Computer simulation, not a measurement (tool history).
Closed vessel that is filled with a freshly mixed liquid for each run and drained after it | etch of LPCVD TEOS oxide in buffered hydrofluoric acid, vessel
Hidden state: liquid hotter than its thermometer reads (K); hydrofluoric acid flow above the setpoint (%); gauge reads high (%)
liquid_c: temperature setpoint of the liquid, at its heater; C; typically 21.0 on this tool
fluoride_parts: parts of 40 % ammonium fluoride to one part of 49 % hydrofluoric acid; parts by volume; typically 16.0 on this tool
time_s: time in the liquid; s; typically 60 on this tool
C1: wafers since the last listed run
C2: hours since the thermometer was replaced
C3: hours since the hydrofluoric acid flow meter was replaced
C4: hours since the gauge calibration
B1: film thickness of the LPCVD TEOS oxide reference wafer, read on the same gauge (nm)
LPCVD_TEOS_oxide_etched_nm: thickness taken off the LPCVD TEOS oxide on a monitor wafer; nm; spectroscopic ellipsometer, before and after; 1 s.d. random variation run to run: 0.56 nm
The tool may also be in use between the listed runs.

{"run": 1, "hour": 0.0, "liquid_c": 21.0, "fluoride_parts": 16.0, "time_s": 60, "C1": 0, "C2": 232.5, "C3": 1500.9, "C4": 2272.9, "B1": 77.37, "LPCVD_TEOS_oxide_etched_nm": 98.58}
{"run": 2, "hour": 87.6, "liquid_c": 20.0, "fluoride_parts": 16.0, "time_s": 60, "C1": 7644, "C2": 320.1, "C3": 1588.5, "C4": 2360.5, "B1": 77.2, "LPCVD_TEOS_oxide_etched_nm": 93.16}
{"run": 3, "hour": 163.9, "liquid_c": 21.0, "fluoride_parts": 16.0, "time_s": 60, "C1": 6658, "C2": 396.4, "C3": 1664.8, "C4": 2436.8, "B1": 76.97, "LPCVD_TEOS_oxide_etched_nm": 98.4}
{"hour": 174.7, "done": "hydrofluoric acid flow meter replaced"}
{"run": 4, "hour": 255.4, "liquid_c": 21.0, "fluoride_parts": 16.0, "time_s": 60, "C1": 7897, "C2": 487.9, "C3": 80.7, "C4": 2528.3, "B1": 76.77, "LPCVD_TEOS_oxide_etched_nm": 98.13}
{"run": 5, "hour": 343.8, "liquid_c": 21.0, "fluoride_parts": 16.0, "time_s": 60, "C1": 7713, "C2": 576.3, "C3": 169.1, "C4": 2616.7, "B1": 76.54, "LPCVD_TEOS_oxide_etched_nm": 97.57}
{"run": 6, "hour": 446.9, "liquid_c": 21.0, "fluoride_parts": 16.0, "time_s": 60, "C1": 8996, "C2": 679.4, "C3": 272.2, "C4": 2719.8, "B1": 76.28, "LPCVD_TEOS_oxide_etched_nm": 97.2}
{"run": 7, "hour": 514.8, "liquid_c": 21.0, "fluoride_parts": 16.0, "time_s": 60, "C1": 5925, "C2": 747.3, "C3": 340.1, "C4": 2787.7, "B1": 76.04, "LPCVD_TEOS_oxide_etched_nm": 98.21}
{"hour": 528.2, "done": "gauge calibrated"}
{"run": 8, "hour": 580.8, "liquid_c": 21.0, "fluoride_parts": 16.0, "time_s": 60, "C1": 5759, "C2": 813.3, "C3": 406.1, "C4": 52.6, "B1": 79.88, "LPCVD_TEOS_oxide_etched_nm": 102.61}
{"run": 9, "hour": 651.3, "liquid_c": 21.0, "fluoride_parts": 16.0, "time_s": 60, "C1": 6151, "C2": 883.8, "C3": 476.6, "C4": 123.1, "B1": 79.92, "LPCVD_TEOS_oxide_etched_nm": 101.52}
{"run": 10, "hour": 719.2, "liquid_c": 21.0, "fluoride_parts": 16.0, "time_s": 60, "C1": 5925, "C2": 951.7, "C3": 544.5, "C4": 191.0, "B1": 79.91, "LPCVD_TEOS_oxide_etched_nm": 101.56}
{"run": 11, "hour": 813.5, "liquid_c": 19.0, "fluoride_parts": 16.0, "time_s": 60, "C1": 8228, "C2": 1046.0, "C3": 638.8, "C4": 285.3, "B1": 79.87, "LPCVD_TEOS_oxide_etched_nm": 91.37}
{"run": 12, "hour": 849.5, "liquid_c": 21.0, "fluoride_parts": 16.0, "time_s": 80, "C1": 3141, "C2": 1082.0, "C3": 674.8, "C4": 321.3, "B1": 79.85, "LPCVD_TEOS_oxide_etched_nm": 136.74}
{"hour": 895.0, "done": "thermometer replaced"}
{"run": 13, "hour": 903.4, "liquid_c": 21.0, "fluoride_parts": 16.0, "time_s": 60, "C1": 4616, "C2": 8.4, "C3": 728.7, "C4": 375.2, "B1": 79.86, "LPCVD_TEOS_oxide_etched_nm": 101.97}
{"run": 14, "hour": 1010.6, "liquid_c": 26.0, "fluoride_parts": 22.0, "time_s": 30, "C1": 9354, "C2": 115.6, "C3": 835.9, "C4": 482.4, "B1": 79.83, "LPCVD_TEOS_oxide_etched_nm": 50.59}
{"run": 15, "hour": 1088.2, "liquid_c": 21.0, "fluoride_parts": 16.0, "time_s": 60, "C1": 6771, "C2": 193.2, "C3": 913.5, "C4": 560.0, "B1": 79.74, "LPCVD_TEOS_oxide_etched_nm": 102.03}
{"run": 16, "hour": 1126.3, "liquid_c": 17.5, "fluoride_parts": 11.0, "time_s": 60, "C1": 3324, "C2": 231.3, "C3": 951.6, "C4": 598.1, "B1": 79.73, "LPCVD_TEOS_oxide_etched_nm": 120.31}
{"run": 17, "hour": 1194.6, "liquid_c": 17.0, "fluoride_parts": 16.0, "time_s": 60, "C1": 5959, "C2": 299.6, "C3": 1019.9, "C4": 666.4, "B1": 79.7, "LPCVD_TEOS_oxide_etched_nm": 81.48}
{"run": 18, "hour": 1282.5, "liquid_c": 21.0, "fluoride_parts": 22.5, "time_s": 50, "C1": 7670, "C2": 387.5, "C3": 1107.8, "C4": 754.3, "B1": 79.6, "LPCVD_TEOS_oxide_etched_nm": 63.14}
{"run": 19, "hour": 1374.3, "liquid_c": 21.0, "fluoride_parts": 19.5, "time_s": 85, "C1": 8010, "C2": 479.3, "C3": 1199.6, "C4": 846.1, "B1": 79.51, "LPCVD_TEOS_oxide_etched_nm": 118.09}
{"run": 20, "hour": 1453.4, "liquid_c": 19.0, "fluoride_parts": 11.0, "time_s": 60, "C1": 6902, "C2": 558.4, "C3": 1278.7, "C4": 925.2, "B1": 79.48, "LPCVD_TEOS_oxide_etched_nm": 131.29}
{"run": 21, "hour": 1524.5, "liquid_c": 21.0, "fluoride_parts": 14.0, "time_s": 60, "C1": 6204, "C2": 629.5, "C3": 1349.8, "C4": 996.3, "B1": 79.42, "LPCVD_TEOS_oxide_etched_nm": 116.72}
{"run": 22, "hour": 1631.9, "liquid_c": 21.0, "fluoride_parts": 16.0, "time_s": 60, "C1": 9371, "C2": 736.9, "C3": 1457.2, "C4": 1103.7, "B1": 79.29, "LPCVD_TEOS_oxide_etched_nm": 101.2}
{"run": 23, "hour": 1739.0, "liquid_c": 17.0, "fluoride_parts": 20.0, "time_s": 85, "C1": 9345, "C2": 844.0, "C3": 1564.3, "C4": 1210.8, "B1": 79.16, "LPCVD_TEOS_oxide_etched_nm": 92.53}
{"run": 24, "hour": 1784.5, "liquid_c": 21.0, "fluoride_parts": 16.0, "time_s": 60, "C1": 3970, "C2": 889.5, "C3": 1609.8, "C4": 1256.3, "B1": 79.12, "LPCVD_TEOS_oxide_etched_nm": 101.29}
{"run": 25, "hour": 1838.9, "liquid_c": 21.0, "fluoride_parts": 20.0, "time_s": 30, "C1": 4746, "C2": 943.9, "C3": 1664.2, "C4": 1310.7, "B1": 79.06, "LPCVD_TEOS_oxide_etched_nm": 40.64}
{"run": 26, "hour": 1912.5, "liquid_c": 21.0, "fluoride_parts": 16.0, "time_s": 45, "C1": 6422, "C2": 1017.5, "C3": 1737.8, "C4": 1384.3, "B1": 78.95, "LPCVD_TEOS_oxide_etched_nm": 75.39}
{"hour": 1913.9, "done": "thermometer replaced"}
{"run": 27, "hour": 1952.7, "liquid_c": 17.0, "fluoride_parts": 16.0, "time_s": 40, "C1": 3420, "C2": 38.8, "C3": 1778.0, "C4": 1424.5, "B1": 78.87, "LPCVD_TEOS_oxide_etched_nm": 53.67}
{"run": 28, "hour": 2021.3, "liquid_c": 23.5, "fluoride_parts": 18.5, "time_s": 35, "C1": 5986, "C2": 107.4, "C3": 1846.6, "C4": 1493.1, "B1": 78.78, "LPCVD_TEOS_oxide_etched_nm": 58.13}
{"run": 29, "hour": 2066.9, "liquid_c": 17.0, "fluoride_parts": 16.0, "time_s": 75, "C1": 3979, "C2": 153.0, "C3": 1892.2, "C4": 1538.7, "B1": 78.7, "LPCVD_TEOS_oxide_etched_nm": 101.27}
{"run": 30, "hour": 2167.9, "liquid_c": 21.0, "fluoride_parts": 16.0, "time_s": 40, "C1": 8813, "C2": 254.0, "C3": 1993.2, "C4": 1639.7, "B1": 78.54, "LPCVD_TEOS_oxide_etched_nm": 66.61}
{"hour": 2170.9, "done": "hydrofluoric acid flow meter replaced"}
{"run": 31, "hour": 2256.9, "liquid_c": 21.0, "fluoride_parts": 22.0, "time_s": 60, "C1": 7678, "C2": 343.0, "C3": 86.0, "C4": 1728.7, "B1": 78.39, "LPCVD_TEOS_oxide_etched_nm": 74.32}
{"run": 32, "hour": 2304.2, "liquid_c": 21.0, "fluoride_parts": 16.0, "time_s": 60, "C1": 4127, "C2": 390.3, "C3": 133.3, "C4": 1776.0, "B1": 78.3, "LPCVD_TEOS_oxide_etched_nm": 99.21}
{"run": 33, "hour": 2377.5, "liquid_c": 21.0, "fluoride_parts": 16.0, "time_s": 60, "C1": 6396, "C2": 463.6, "C3": 206.6, "C4": 1849.3, "B1": 78.19, "LPCVD_TEOS_oxide_etched_nm": 99.76}

The same runs without the tool's hidden state, with the same run-to-run variation:
run=1 LPCVD_TEOS_oxide_etched_nm=101.89
run=2 LPCVD_TEOS_oxide_etched_nm=96.54
run=3 LPCVD_TEOS_oxide_etched_nm=102.22
run=4 LPCVD_TEOS_oxide_etched_nm=102.25
run=5 LPCVD_TEOS_oxide_etched_nm=101.98
run=6 LPCVD_TEOS_oxide_etched_nm=101.96
run=7 LPCVD_TEOS_oxide_etched_nm=103.28
run=8 LPCVD_TEOS_oxide_etched_nm=102.73
run=9 LPCVD_TEOS_oxide_etched_nm=101.65
run=10 LPCVD_TEOS_oxide_etched_nm=101.71
run=11 LPCVD_TEOS_oxide_etched_nm=91.53
run=12 LPCVD_TEOS_oxide_etched_nm=136.99
run=13 LPCVD_TEOS_oxide_etched_nm=102.18
run=14 LPCVD_TEOS_oxide_etched_nm=50.72
run=15 LPCVD_TEOS_oxide_etched_nm=102.35
run=16 LPCVD_TEOS_oxide_etched_nm=120.72
run=17 LPCVD_TEOS_oxide_etched_nm=81.80
run=18 LPCVD_TEOS_oxide_etched_nm=63.45
run=19 LPCVD_TEOS_oxide_etched_nm=118.77
run=20 LPCVD_TEOS_oxide_etched_nm=132.16
run=21 LPCVD_TEOS_oxide_etched_nm=117.60
run=22 LPCVD_TEOS_oxide_etched_nm=102.12
run=23 LPCVD_TEOS_oxide_etched_nm=93.51
run=24 LPCVD_TEOS_oxide_etched_nm=102.44
run=25 LPCVD_TEOS_oxide_etched_nm=41.14
run=26 LPCVD_TEOS_oxide_etched_nm=76.41
run=27 LPCVD_TEOS_oxide_etched_nm=54.44
run=28 LPCVD_TEOS_oxide_etched_nm=59.04
run=29 LPCVD_TEOS_oxide_etched_nm=102.94
run=30 LPCVD_TEOS_oxide_etched_nm=67.85
run=31 LPCVD_TEOS_oxide_etched_nm=75.85
run=32 LPCVD_TEOS_oxide_etched_nm=101.37
run=33 LPCVD_TEOS_oxide_etched_nm=102.11
